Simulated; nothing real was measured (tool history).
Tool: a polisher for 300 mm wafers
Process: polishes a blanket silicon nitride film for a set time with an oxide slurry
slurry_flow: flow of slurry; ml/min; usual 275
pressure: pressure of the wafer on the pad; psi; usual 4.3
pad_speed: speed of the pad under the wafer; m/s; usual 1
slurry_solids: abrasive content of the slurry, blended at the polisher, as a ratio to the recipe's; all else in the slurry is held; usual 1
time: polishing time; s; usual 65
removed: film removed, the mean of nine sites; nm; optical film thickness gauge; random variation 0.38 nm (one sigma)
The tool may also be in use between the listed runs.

run,day,slurry_flow,pressure,pad_speed,slurry_solids,time,"incoming thickness of the incoming film, nm",removed
1,0,275,4.3,1,1,65,503.4,38
2,0.275,275,4.3,1,1,65,493.6,37.6
3,0.788,275,4.3,1,1,65,494.3,38
4,1.412,275,4.3,1,1,65,491.5,36.9
# day 1.696: head pressure recalibrated
5,2.129,275,4.3,1,1,65,498,37.4
6,2.779,275,4.3,1,1,65,502.7,36.2
7,3.192,350,4.3,1.28,0.85,73,504,46.3
8,3.504,275,4.3,1,1,65,507.4,36.5
# day 3.662: slurry blender recalibrated
9,4.096,275,4.3,1.12,1,42,499.3,25.7
10,4.762,275,4.3,1,1,65,492.4,36.7
11,5.204,275,4.3,1,0.8,65,499,31.6
12,5.9,320,5.3,1,1,75,502.8,53
13,6.275,275,4.3,1,1,65,498.7,36.1
14,6.583,275,4.3,1,1,65,501.9,36.7
15,6.871,275,4.3,1,1,65,499.7,36.7
# day 7.038: worn pad replaced by a new one
16,7.517,275,4.3,0.72,1,71,507.3,34.5
17,7.779,275,4.3,1,1,65,509.2,38.9

Run 18 comes next. What will it give?
18,8.05,275,4.3,1,1,65,499.9,?

Run 18 gave removed 39.4 nm.
Without the tool's hidden state the same run would have given removed 40.3 nm.
